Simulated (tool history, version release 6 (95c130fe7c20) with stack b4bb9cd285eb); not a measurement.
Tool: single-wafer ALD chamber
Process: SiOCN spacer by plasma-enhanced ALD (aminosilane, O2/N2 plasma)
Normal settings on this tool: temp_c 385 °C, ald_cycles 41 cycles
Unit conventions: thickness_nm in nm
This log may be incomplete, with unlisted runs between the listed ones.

run    hour  temp_c  ald_cycles  read-back reference wafer on the same gauge, thickness_nm  thickness_nm
  1       0     385          41                                                      2.741         2.512
       49.2  -- gauge calibrated
  2    84.7     385          41                                                      2.741         2.497
  3     125     385          41                                                      2.744         2.493
  4   358.2     396          41                                                      2.738         2.506
  5   425.1     396          41                                                      2.738         2.501
  6   512.3     396          41                                                      2.742          2.52
  7   571.5     385          41                                                       2.74         2.505
  8   858.2     385          41                                                      2.742         2.503
  9   959.3     385          41                                                       2.74         2.511
 10  1011.4     385          41                                                       2.74         2.505
 11  1097.7     385          41                                                       2.74          2.51
 12  1134.4     385          41                                                      2.742         2.515
 13  1181.9     385          41                                                      2.738         2.511
 14  1287.9     385          41                                                      2.739          2.49
 15  1379.7     385          41                                                       2.74         2.504
 16    1468     385          41                                                      2.741         2.492
 17  1574.5     399          44                                                      2.738         2.671
 18    1657     399          34                                                      2.739         2.076
 19  1704.7     385          41                                                      2.743         2.497
 20  1816.4     397          35                                                       2.74         2.143
 21  1896.5     385          41                                                      2.737         2.509
       1923  -- gauge calibrated
 22  1957.3     385          41                                                      2.738           2.5
     1981.4  -- thermocouple changed; heater temperature recalibrated
 23    2037     391          44                                                      2.738         2.696
 24  2123.5     373          49                                                      2.741         2.994
 25  2210.8     381          39                                                      2.744         2.389
 26  2283.2     385          41                                                      2.741         2.512
 27  2348.2     389          36                                                      2.742         2.202
 28  2393.2     390          41                                                      2.737         2.496
 29  2473.8     385          41                                                      2.741         2.504
 30  2524.2     385          39                                                      2.742         2.388
 31  2581.2     392          44                                                       2.74         2.693
 32  2635.2     385          38                                                      2.742         2.322

Run-by-run hidden state of the tool:
wafer temperature above the value expected at the setpoint (K): 0 on each run
gauge reads high (%): 0 on each run

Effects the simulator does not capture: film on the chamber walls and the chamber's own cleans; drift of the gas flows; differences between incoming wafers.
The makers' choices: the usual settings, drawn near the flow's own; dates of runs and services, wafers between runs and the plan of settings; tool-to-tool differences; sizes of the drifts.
